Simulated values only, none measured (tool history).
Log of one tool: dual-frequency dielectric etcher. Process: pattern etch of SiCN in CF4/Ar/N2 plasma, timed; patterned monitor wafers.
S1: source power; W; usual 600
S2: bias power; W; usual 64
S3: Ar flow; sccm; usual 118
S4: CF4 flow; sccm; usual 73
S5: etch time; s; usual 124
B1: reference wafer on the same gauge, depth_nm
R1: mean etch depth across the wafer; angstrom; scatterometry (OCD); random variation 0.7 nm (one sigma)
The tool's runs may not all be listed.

| run | hour | S1 | S2 | S3 | S4 | S5 | B1 | R1 |
|---|---|---|---|---|---|---|---|---|
| 1 | 0 | 600 | 64 | 118 | 73 | 124 | 141.9 | 1272 |
| 2 | 26.3 | 600 | 64 | 118 | 73 | 124 | 142 | 1275 |
| 3 | 40.7 | 600 | 64 | 118 | 73 | 124 | 142 | 1264 |
| 4 | 74.3 | 600 | 64 | 118 | 73 | 124 | 142.1 | 1268 |
|  | 80.2 | gauge calibrated |
| 5 | 99.3 | 600 | 64 | 118 | 73 | 124 | 142.1 | 1269 |
| 6 | 117.3 | 600 | 64 | 118 | 73 | 124 | 142 | 1275 |
| 7 | 131.8 | 600 | 64 | 118 | 73 | 124 | 142.1 | 1251 |
|  | 184.4 | Ar flow controller replaced |
| 8 | 238.5 | 600 | 64 | 118 | 73 | 142.5 | 142 | 1423 |
|  | 267.3 | CF4 flow controller replaced |
| 9 | 267.8 | 600 | 64 | 95 | 73 | 124 | 142.1 | 1272 |
| 10 | 296.5 | 730 | 70 | 118 | 73 | 124 | 141.9 | 1573 |
|  | 322.1 | bias power generator calibrated |
| 11 | 328.8 | 690 | 76 | 136 | 73 | 88 | 142 | 1078 |
|  | 352.8 | upper electrode replaced |
|  | 355.8 | wet clean of the chamber |
| 12 | 359.3 | 600 | 64 | 118 | 73 | 124 | 141.9 | 1313 |
| 13 | 383.8 | 670 | 64 | 118 | 73 | 124 | 142 | 1453 |
|  | 406.7 | source power generator calibrated |
| 14 | 407.2 | 470 | 64 | 118 | 73 | 124 | 142 | 1018 |
| 15 | 438.1 | 530 | 58 | 118 | 73 | 124 | 142 | 1102 |
| 16 | 467.4 | 600 | 64 | 118 | 73 | 124 | 142 | 1283 |
| 17 | 500.4 | 600 | 69 | 118 | 73 | 144.5 | 142 | 1545 |
| 18 | 525.9 | 750 | 64 | 118 | 73 | 124 | 142 | 1584 |
| 19 | 545.2 | 600 | 64 | 118 | 73 | 124 | 142.1 | 1267 |
| 20 | 571.7 | 670 | 64 | 144 | 73 | 124 | 142.1 | 1376 |
| 21 | 595.8 | 750 | 57 | 98 | 73 | 92 | 142 | 1128 |

What the log doesn't show, run by run:
source power that arrives over what is set, %: 0 in every run
bias power that arrives over what is set, %: 0 in every run
Ar flow that arrives over what is set, %: 0 in every run
CF4 flow that arrives over what is set, %: 0 in every run
gauge reads high (%): 0 in every run
H1: etch rate over this chamber's usual, %
| run | H1 |
|---|---|
| 1 | -2.5 |
| 2 | -2.76 |
| 3 | -2.91 |
| 4 | -3.25 |
| 5 | -3.5 |
| 6 | -3.68 |
| 7 | -3.82 |
| 8 | -4.9 |
| 9 | -5.2 |
| 10 | -5.48 |
| 11 | -5.81 |
| 12 | -0.535 |
| 13 | -0.782 |
| 14 | -1.02 |
| 15 | -1.33 |
| 16 | -1.62 |
| 17 | -1.96 |
| 18 | -2.21 |
| 19 | -2.41 |
| 20 | -2.68 |
| 21 | -2.92 |
